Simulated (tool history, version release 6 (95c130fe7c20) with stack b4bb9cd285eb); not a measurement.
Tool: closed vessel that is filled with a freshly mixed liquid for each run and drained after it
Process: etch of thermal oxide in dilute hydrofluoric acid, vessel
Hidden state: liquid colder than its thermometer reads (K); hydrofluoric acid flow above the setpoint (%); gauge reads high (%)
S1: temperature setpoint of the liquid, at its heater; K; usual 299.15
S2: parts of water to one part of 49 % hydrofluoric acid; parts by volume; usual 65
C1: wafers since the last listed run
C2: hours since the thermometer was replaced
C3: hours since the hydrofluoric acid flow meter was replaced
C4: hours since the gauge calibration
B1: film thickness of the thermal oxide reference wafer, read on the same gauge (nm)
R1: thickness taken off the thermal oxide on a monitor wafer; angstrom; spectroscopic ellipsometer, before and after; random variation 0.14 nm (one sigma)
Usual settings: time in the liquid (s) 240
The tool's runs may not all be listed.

run 1 day=0.000 | S1=299.15 S2=65 time_in_the_liquid_(s)=240 | C1=0 C2=2282.5 C3=1715.6 C4=364.3 | B1=29.98 | R1=223.3
run 2 day=0.529 | S1=299.15 S2=65 time_in_the_liquid_(s)=240 | C1=1016 C2=2295.2 C3=1728.3 C4=377.0 | B1=29.97 | R1=223.2
run 3 day=1.088 | S1=299.15 S2=65 time_in_the_liquid_(s)=240 | C1=1072 C2=2308.6 C3=1741.7 C4=390.4 | B1=29.99 | R1=221.8
run 4 day=1.608 | S1=301.65 S2=65 time_in_the_liquid_(s)=240 | C1=1000 C2=2321.1 C3=1754.2 C4=402.9 | B1=29.98 | R1=249.9
run 5 day=2.142 | S1=301.65 S2=65 time_in_the_liquid_(s)=240 | C1=1024 C2=2333.9 C3=1767.0 C4=415.7 | B1=30.00 | R1=251.2
run 6 day=2.779 | S1=301.65 S2=65 time_in_the_liquid_(s)=240 | C1=1224 C2=2349.2 C3=1782.3 C4=431.0 | B1=29.98 | R1=246.9
run 7 day=3.367 | S1=299.15 S2=60 time_in_the_liquid_(s)=240 | C1=1128 C2=2363.3 C3=1796.4 C4=445.1 | B1=29.97 | R1=245.6
run 8 day=3.692 | S1=299.15 S2=60 time_in_the_liquid_(s)=240 | C1=624 C2=2371.1 C3=1804.2 C4=452.9 | B1=30.01 | R1=247.6
-- day=4.229 gauge calibrated
run 9 day=4.346 | S1=299.15 S2=60 time_in_the_liquid_(s)=240 | C1=1256 C2=2386.8 C3=1819.9 C4=2.8 | B1=29.96 | R1=244.5
run 10 day=4.642 | S1=303.15 S2=65 time_in_the_liquid_(s)=355 | C1=568 C2=2393.9 C3=1827.0 C4=9.9 | B1=30.01 | R1=387.5
run 11 day=4.908 | S1=297.65 S2=65 time_in_the_liquid_(s)=240 | C1=512 C2=2400.3 C3=1833.4 C4=16.3 | B1=29.97 | R1=212.0
run 12 day=5.500 | S1=299.15 S2=45 time_in_the_liquid_(s)=315 | C1=1136 C2=2414.5 C3=1847.6 C4=30.5 | B1=30.00 | R1=438.1
run 13 day=5.950 | S1=296.15 S2=55 time_in_the_liquid_(s)=150 | C1=864 C2=2425.3 C3=1858.4 C4=41.3 | B1=29.99 | R1=151.7
run 14 day=6.675 | S1=299.15 S2=50 time_in_the_liquid_(s)=310 | C1=1392 C2=2442.7 C3=1875.8 C4=58.7 | B1=30.03 | R1=385.0
run 15 day=8.412 | S1=295.65 S2=75 time_in_the_liquid_(s)=295 | C1=3338 C2=2484.4 C3=1917.5 C4=100.4 | B1=29.99 | R1=205.7
run 16 day=9.058 | S1=299.15 S2=65 time_in_the_liquid_(s)=240 | C1=1240 C2=2499.9 C3=1933.0 C4=115.9 | B1=30.00 | R1=226.7
run 17 day=9.438 | S1=299.15 S2=45 time_in_the_liquid_(s)=240 | C1=728 C2=2509.0 C3=1942.1 C4=125.0 | B1=29.96 | R1=334.6
run 18 day=9.904 | S1=302.65 S2=65 time_in_the_liquid_(s)=240 | C1=896 C2=2520.2 C3=1953.3 C4=136.2 | B1=29.99 | R1=258.7
run 19 day=10.421 | S1=299.15 S2=65 time_in_the_liquid_(s)=240 | C1=992 C2=2532.6 C3=1965.7 C4=148.6 | B1=29.99 | R1=228.3
run 20 day=10.796 | S1=299.15 S2=80 time_in_the_liquid_(s)=240 | C1=720 C2=2541.6 C3=1974.7 C4=157.6 | B1=29.97 | R1=178.2
run 21 day=11.608 | S1=299.15 S2=40 time_in_the_liquid_(s)=240 | C1=1561 C2=2561.1 C3=1994.2 C4=177.1 | B1=30.01 | R1=382.7
-- day=11.829 thermometer replaced
run 22 day=12.312 | S1=294.65 S2=75 time_in_the_liquid_(s)=195 | C1=1272 C2=11.6 C3=2011.1 C4=194.0 | B1=30.00 | R1=133.0
-- day=13.538 hydrofluoric acid flow meter replaced
run 23 day=13.788 | S1=299.15 S2=65 time_in_the_liquid_(s)=240 | C1=2753 C2=47.0 C3=6.0 C4=229.4 | B1=30.01 | R1=207.7
run 24 day=14.496 | S1=295.15 S2=65 time_in_the_liquid_(s)=305 | C1=1360 C2=64.0 C3=23.0 C4=246.4 | B1=29.98 | R1=222.4
run 25 day=15.042 | S1=299.15 S2=85 time_in_the_liquid_(s)=240 | C1=1048 C2=77.1 C3=36.1 C4=259.5 | B1=29.95 | R1=155.2
run 26 day=15.338 | S1=295.15 S2=85 time_in_the_liquid_(s)=280 | C1=568 C2=84.2 C3=43.2 C4=266.6 | B1=30.01 | R1=152.2
run 27 day=15.854 | S1=299.15 S2=65 time_in_the_liquid_(s)=375 | C1=992 C2=96.6 C3=55.6 C4=279.0 | B1=30.02 | R1=323.3
run 28 day=16.408 | S1=299.15 S2=65 time_in_the_liquid_(s)=240 | C1=1064 C2=109.9 C3=68.9 C4=292.3 | B1=30.02 | R1=208.2
run 29 day=16.996 | S1=299.15 S2=65 time_in_the_liquid_(s)=365 | C1=1128 C2=124.0 C3=83.0 C4=306.4 | B1=30.01 | R1=318.0
run 30 day=18.912 | S1=303.15 S2=65 time_in_the_liquid_(s)=375 | C1=3682 C2=170.0 C3=129.0 C4=352.4 | B1=30.01 | R1=382.0
run 31 day=19.354 | S1=299.15 S2=90 time_in_the_liquid_(s)=340 | C1=848 C2=180.6 C3=139.6 C4=363.0 | B1=30.01 | R1=207.1
run 32 day=19.696 | S1=299.15 S2=65 time_in_the_liquid_(s)=180 | C1=656 C2=188.8 C3=147.8 C4=371.2 | B1=29.94 | R1=156.3
run 33 day=20.083 | S1=302.15 S2=55 time_in_the_liquid_(s)=240 | C1=744 C2=198.1 C3=157.1 C4=380.5 | B1=29.96 | R1=282.3
run 34 day=20.708 | S1=297.65 S2=65 time_in_the_liquid_(s)=100 | C1=1200 C2=213.1 C3=172.1 C4=395.5 | B1=29.97 | R1=81.4

4 ways to go on from here, each from the tool as it stands after run 34. What would each give?
run A day=20.738 | S1=299.15 S2=65 time_in_the_liquid_(s)=355 | C1=56 C2=213.8 C3=172.8 C4=396.2 | B1=? | R1=?
run B day=20.738 | S1=299.15 S2=65 time_in_the_liquid_(s)=350 | C1=56 C2=213.8 C3=172.8 C4=396.2 | B1=? | R1=?
run C day=20.738 | S1=295.15 S2=55 time_in_the_liquid_(s)=240 | C1=56 C2=213.8 C3=172.8 C4=396.2 | B1=? | R1=?
run D day=20.738 | S1=302.15 S2=90 time_in_the_liquid_(s)=240 | C1=56 C2=213.8 C3=172.8 C4=396.2 | B1=? | R1=?

run=A B1=30.01 R1=305.8
run=B B1=30.01 R1=301.5
run=C B1=30.01 R1=210.2
run=D B1=30.01 R1=162.4
Without the tool's hidden state the same runs would have given:
run=A R1=296.8
run=B R1=292.7
run=C R1=204.1
run=D R1=157.4

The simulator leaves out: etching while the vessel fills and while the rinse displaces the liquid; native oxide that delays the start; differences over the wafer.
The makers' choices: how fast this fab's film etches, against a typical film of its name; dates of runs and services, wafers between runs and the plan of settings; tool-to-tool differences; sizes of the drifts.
